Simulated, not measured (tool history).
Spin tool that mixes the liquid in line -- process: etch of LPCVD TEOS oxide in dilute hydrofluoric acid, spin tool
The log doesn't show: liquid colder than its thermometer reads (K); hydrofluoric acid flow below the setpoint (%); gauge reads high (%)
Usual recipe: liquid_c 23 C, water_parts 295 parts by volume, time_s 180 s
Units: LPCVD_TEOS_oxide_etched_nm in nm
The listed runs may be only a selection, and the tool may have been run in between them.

| run | hour | liquid_c | water_parts | time_s | wafers since the last listed run | hours since the thermometer was replaced | hours since the hydrofluoric acid flow meter was replaced | hours since the gauge calibration | read-back film thickness of the LPCVD TEOS oxide reference wafer, read on the same gauge (nm) | LPCVD_TEOS_oxide_etched_nm |
|---|---|---|---|---|---|---|---|---|---|---|
| 1 | 0 | 23 | 295 | 145 | 0 | 1757.5 | 939.4 | 910.7 | 130.02 | 10.33 |
|  | 10.5 | hydrofluoric acid flow meter replaced |
| 2 | 28.8 | 23 | 295 | 180 | 266 | 1786.3 | 18.3 | 939.5 | 130.01 | 12.57 |
| 3 | 100.4 | 23 | 295 | 180 | 687 | 1857.9 | 89.9 | 1011.1 | 129.99 | 12.62 |
| 4 | 133.2 | 23 | 295 | 180 | 314 | 1890.7 | 122.7 | 1043.9 | 130.02 | 12.75 |
| 5 | 166.5 | 23 | 295 | 180 | 319 | 1924 | 156 | 1077.2 | 130.04 | 12.8 |
| 6 | 214.2 | 23 | 295 | 180 | 457 | 1971.7 | 203.7 | 1124.9 | 129.97 | 12.61 |
| 7 | 263.4 | 25 | 225 | 180 | 472 | 2020.9 | 252.9 | 1174.1 | 129.99 | 19.12 |
| 8 | 289.2 | 25 | 225 | 180 | 247 | 2046.7 | 278.7 | 1199.9 | 129.99 | 19.03 |
| 9 | 334.8 | 23 | 295 | 180 | 437 | 2092.3 | 324.3 | 1245.5 | 130.02 | 12.84 |
|  | 385.8 | thermometer replaced |
| 10 | 396.9 | 23 | 295 | 180 | 586 | 11.1 | 386.4 | 1307.6 | 130.02 | 12.86 |
| 11 | 458.6 | 23 | 295 | 180 | 592 | 72.8 | 448.1 | 1369.3 | 129.97 | 12.7 |
| 12 | 510.5 | 23 | 295 | 180 | 498 | 124.7 | 500 | 1421.2 | 130.04 | 12.89 |
|  | 561.4 | gauge calibrated |
| 13 | 570.4 | 20.5 | 225 | 290 | 574 | 184.6 | 559.9 | 9 | 129.99 | 26.54 |
| 14 | 638.1 | 23 | 360 | 180 | 649 | 252.3 | 627.6 | 76.7 | 130 | 9.74 |
| 15 | 702.7 | 20.5 | 190 | 180 | 619 | 316.9 | 692.2 | 141.3 | 129.98 | 20.09 |
| 16 | 760.6 | 18.5 | 295 | 285 | 555 | 374.8 | 750.1 | 199.2 | 130.02 | 17.23 |
| 17 | 823.1 | 19.5 | 295 | 180 | 599 | 437.3 | 812.6 | 261.7 | 129.97 | 11.39 |
| 18 | 864.7 | 24.5 | 335 | 230 | 399 | 478.9 | 854.2 | 303.3 | 129.96 | 14.62 |
|  | 912.4 | hydrofluoric acid flow meter replaced |
| 19 | 917.5 | 21.5 | 175 | 180 | 497 | 531.7 | 5.1 | 356.1 | 130.02 | 23.26 |
| 20 | 967.3 | 18 | 390 | 180 | 477 | 581.5 | 54.9 | 405.9 | 129.95 | 7.44 |
| 21 | 1029.3 | 23 | 295 | 180 | 594 | 643.5 | 116.9 | 467.9 | 129.99 | 12.77 |
| 22 | 1100.3 | 23 | 295 | 180 | 681 | 714.5 | 187.9 | 538.9 | 130 | 12.67 |
| 23 | 1162.6 | 25 | 350 | 115 | 597 | 776.8 | 250.2 | 601.2 | 130 | 6.95 |
| 24 | 1199.9 | 23 | 295 | 220 | 357 | 814.1 | 287.5 | 638.5 | 129.96 | 15.31 |
| 25 | 1254.3 | 23 | 295 | 180 | 521 | 868.5 | 341.9 | 692.9 | 129.99 | 12.7 |

Describe how what the log doesn't record of the tool's condition differs between the last listed run preceding each entry between runs and the first listed run following it.
Runs 1 to 2: hydrofluoric acid flow meter replaced (hour 10.5)
  the hidden state is the same at both runs
Runs 9 to 10: thermometer replaced (hour 385.8)
  the hidden state is the same at both runs
Runs 12 to 13: gauge calibrated (hour 561.4)
  the hidden state is the same at both runs
Runs 18 to 19: hydrofluoric acid flow meter replaced (hour 912.4)
  the hidden state is the same at both runs
